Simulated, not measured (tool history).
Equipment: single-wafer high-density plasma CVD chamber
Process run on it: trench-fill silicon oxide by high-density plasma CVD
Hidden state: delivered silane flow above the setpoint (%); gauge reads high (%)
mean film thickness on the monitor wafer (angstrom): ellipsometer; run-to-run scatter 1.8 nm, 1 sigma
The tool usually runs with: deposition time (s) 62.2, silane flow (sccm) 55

run,hour,deposition time (s),silane flow (sccm),wafers since the last listed run,hours since the silane flow controller was replaced,hours since the gauge calibration,"read-back reference wafer on the same gauge, thickness_nm",mean film thickness on the monitor wafer (angstrom)
1,0.0,62.2,49,0,2927.9,77.7,400.431,3305.88
2,17.5,62.2,49,400,2945.4,95.2,400.341,3303.88
3,31.5,62.2,49,320,2959.4,109.2,399.206,3310.06
4,66.4,62.2,55,798,2994.3,144.1,399.102,3708.20
5,83.2,62.2,55,384,3011.1,160.9,400.220,3722.88
6,100.4,62.2,55,393,3028.3,178.1,399.862,3719.97
7,110.6,62.2,55,233,3038.5,188.3,399.882,3731.04
8,116.8,62.2,55,141,3044.7,194.5,400.151,3689.09
9,130.4,62.2,55,311,3058.3,208.1,399.914,3679.55
10,138.6,53.1,46,187,3066.5,216.3,399.598,2645.73
11,151.8,65.5,47,302,3079.7,229.5,400.216,3340.68
# hour 170.7: silane flow controller replaced
# hour 178.2: gauge calibrated
12,180.7,65.5,47,478,10.0,2.5,399.085,3355.17
13,196.6,69.2,60,363,25.9,18.4,399.713,4474.08
14,213.1,69.9,60,377,42.4,34.9,400.411,4584.11
15,225.2,69.9,60,276,54.5,47.0,399.874,4537.08
16,232.1,62.2,46,157,61.4,53.9,400.234,3087.81
17,248.9,67.0,55,384,78.2,70.7,400.676,4005.67

Forecast each of these 3 alternatives for the next run:
A,249.3,62.2,47,9,78.6,71.1,?,?
B,249.3,57.4,44,9,78.6,71.1,?,?
C,249.3,67.6,49,9,78.6,71.1,?,?

run,"read-back reference wafer on the same gauge, thickness_nm",mean film thickness on the monitor wafer (angstrom)
A,400.393,3171.65
B,400.393,2740.07
C,400.393,3593.68
Without the tool's unlogged condition, the same runs would have read:
run,mean film thickness on the monitor wafer (angstrom)
A,3171.65
B,2740.07
C,3593.68

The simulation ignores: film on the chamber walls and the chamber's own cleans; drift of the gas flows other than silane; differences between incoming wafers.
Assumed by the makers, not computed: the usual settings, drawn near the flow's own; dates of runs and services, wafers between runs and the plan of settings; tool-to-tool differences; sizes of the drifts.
